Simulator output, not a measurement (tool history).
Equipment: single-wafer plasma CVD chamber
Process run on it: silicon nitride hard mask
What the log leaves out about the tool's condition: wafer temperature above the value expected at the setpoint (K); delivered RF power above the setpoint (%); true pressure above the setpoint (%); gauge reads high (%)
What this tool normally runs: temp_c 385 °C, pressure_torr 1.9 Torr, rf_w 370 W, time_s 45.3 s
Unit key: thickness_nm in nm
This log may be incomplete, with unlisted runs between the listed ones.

run	day	temp_c	pressure_torr	rf_w	time_s	wafers since the last listed run	hours since the last thermocouple change	hours since the last RF generator calibration	hours since the last manometer calibration	hours since the showerhead was replaced	hours since the gauge calibration	read-back reference wafer on the same gauge, thickness_nm	thickness_nm
1	0	385	1.9	370	45.3	0	2023.9	1292.9	1580.3	2594.8	279.1	69.413	54.587
2	0.588	385	1.9	370	45.3	373	2038	1307	1594.4	2608.9	293.2	69.384	54.519
3	1.142	385	1.9	330	43	351	2051.3	1320.3	1607.7	2622.2	306.5	69.405	46.273
4	1.771	385	1.9	330	43	399	2066.4	1335.4	1622.8	2637.3	321.6	69.371	46.244
5	2.212	385	2.07	370	45.3	280	2077	1346	1633.4	2647.9	332.2	69.351	56.284
6	4.358	385	2.07	370	45.3	1362	2128.5	1397.5	1684.9	2699.4	383.7	69.354	56.347
# day 4.788: gauge calibrated
7	5.079	385	1.9	370	45.3	457	2145.8	1414.8	1702.2	2716.7	7	69.382	54.46
8	5.729	385	1.78	370	43.2	412	2161.4	1430.4	1717.8	2732.3	22.6	69.404	50.813
9	6.467	385	1.9	370	45.3	468	2179.1	1448.1	1735.5	2750	40.3	69.361	54.502
10	6.954	385	1.9	370	45.3	309	2190.8	1459.8	1747.2	2761.7	52	69.414	54.491
# day 7.571: thermocouple changed; heater temperature recalibrated
# day 7.738: RF generator calibrated
11	7.758	385	1.9	370	45.3	193	4.5	0.5	1766.5	2781	71.3	69.394	58.049
12	8.354	399	2.13	315	50.6	378	18.8	14.8	1780.8	2795.3	85.6	69.36	57.221
# day 9.179: capacitance manometer re-zeroed and calibrated
13	9.2	391	1.9	310	45.3	325	39.1	35.1	0.5	2815.6	105.9	69.42	50.073
# day 9.592: showerhead replaced
14	9.654	385	1.54	370	45.3	76	50	46	11.4	1.5	116.8	69.39	54.905
15	10.338	399	2.13	315	50.6	433	66.4	62.4	27.8	17.9	133.2	69.378	58.499

Run 16 is up next; what results do you expect?
16	10.783	374	1.9	370	48.4	283	77.1	73.1	38.5	28.6	143.9	?	?

Run 16 gave read-back reference wafer on the same gauge, thickness_nm 69.401, thickness_nm 63.598 nm.
Take away the tool's hidden state, keep the run-to-run variation as it was, and the same run would have given thickness_nm 64.496 nm.
